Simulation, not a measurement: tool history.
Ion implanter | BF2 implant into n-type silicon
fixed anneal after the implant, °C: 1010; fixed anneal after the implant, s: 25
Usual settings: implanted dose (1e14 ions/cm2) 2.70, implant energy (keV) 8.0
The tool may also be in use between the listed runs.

run,day,implanted dose (1e14 ions/cm2),implant energy (keV),wafers since the last listed run,hours since the last dose calibration,hours since the extraction supply was calibrated,hours since the gauge calibration,"read-back reference wafer on the same gauge, sheet resistance",sheet resistance of the implanted and annealed layer (ohm/square)
1,0.000,2.53,8.0,0,460.7,1742.0,1492.9,450.08,492.30
2,1.579,3.33,10.0,954,498.6,1779.9,1530.8,450.00,383.12
3,8.146,3.33,10.0,3969,656.2,1937.5,1688.4,450.24,383.55
4,11.029,2.70,8.0,1742,725.4,2006.7,1757.6,450.33,467.00
5,13.867,2.70,8.0,1715,793.5,2074.8,1825.7,450.48,468.69
6,15.954,2.70,8.0,1261,843.6,2124.9,1875.8,450.35,469.10
7,17.079,2.92,6.5,680,870.6,2151.9,1902.8,450.68,469.89
8,18.412,2.92,6.5,805,902.6,2183.9,1934.8,450.63,467.85
9,19.846,2.92,6.5,866,937.0,2218.3,1969.2,450.76,465.21
10,21.679,2.70,7.0,1108,981.0,2262.3,2013.2,450.63,483.73
11,23.508,2.70,7.0,1105,1024.9,2306.2,2057.1,450.85,483.32
12,25.104,2.70,7.0,964,1063.2,2344.5,2095.4,450.79,485.67
13,28.017,2.08,9.0,1760,1133.1,2414.4,2165.3,450.95,560.22
14,30.829,2.08,9.0,1700,1200.6,2481.9,2232.8,450.81,561.13
15,31.883,2.40,8.0,637,1225.9,2507.2,2258.1,450.89,512.42
16,33.833,2.70,8.0,1178,1272.7,2554.0,2304.9,450.73,470.02
17,36.808,2.70,8.0,1798,1344.1,2625.4,2376.3,451.05,468.73
18,39.146,2.33,6.5,1412,1400.2,2681.5,2432.4,451.07,551.52
# day 42.796: extraction supply calibrated
19,46.262,2.91,8.0,4100,1571.0,83.2,2603.2,451.14,443.28
20,49.154,2.97,6.0,1747,1640.4,152.6,2672.6,451.20,474.44
21,51.371,2.70,8.0,1339,1693.6,205.8,2725.8,451.36,468.72
# day 52.871: gauge calibrated
# day 58.783: Faraday cup replaced and dose calibrated
22,59.342,2.70,8.0,4616,13.4,397.1,155.3,443.04,460.77
23,62.117,2.70,8.0,1677,80.0,463.7,221.9,443.44,460.73
24,64.950,1.99,8.0,1712,148.0,531.7,289.9,443.65,586.11
25,67.621,1.96,5.0,1614,212.1,595.8,354.0,444.43,661.53
26,68.933,3.45,9.5,793,243.6,627.3,385.5,444.17,374.18
27,70.092,2.70,8.0,700,271.4,655.1,413.3,444.68,463.47
28,72.138,2.95,9.5,1236,320.5,704.2,462.4,444.99,415.63
29,73.588,2.70,8.0,876,355.3,739.0,497.2,445.19,461.02
30,76.508,3.28,9.5,1765,425.4,809.1,567.3,445.20,387.69
31,84.504,3.30,8.0,4833,617.3,1001.0,759.2,446.59,403.63
32,88.879,3.14,8.5,2644,722.3,1106.0,864.2,446.91,409.99
33,90.671,2.70,8.0,1083,765.3,1149.0,907.2,447.03,462.00
34,92.092,3.26,8.0,858,799.4,1183.1,941.3,447.01,408.15
35,95.975,2.70,9.0,2347,892.6,1276.3,1034.5,447.41,454.15

Forecast each of these 5 alternatives for the next run:
A,95.992,2.70,8.0,10,893.0,1276.7,1034.9,?,?
B,95.992,2.70,6.0,10,893.0,1276.7,1034.9,?,?
C,95.992,2.06,8.0,10,893.0,1276.7,1034.9,?,?
D,95.992,3.09,8.0,10,893.0,1276.7,1034.9,?,?
E,95.992,2.10,6.5,10,893.0,1276.7,1034.9,?,?

run,"read-back reference wafer on the same gauge, sheet resistance",sheet resistance of the implanted and annealed layer (ohm/square)
A,447.15,464.19
B,447.15,501.30
C,447.15,571.76
D,447.15,422.09
E,447.15,588.48
Without the tool's hidden state the same runs would have given:
run,sheet resistance of the implanted and annealed layer (ohm/square)
A,458.71
B,495.38
C,565.01
D,417.11
E,581.54
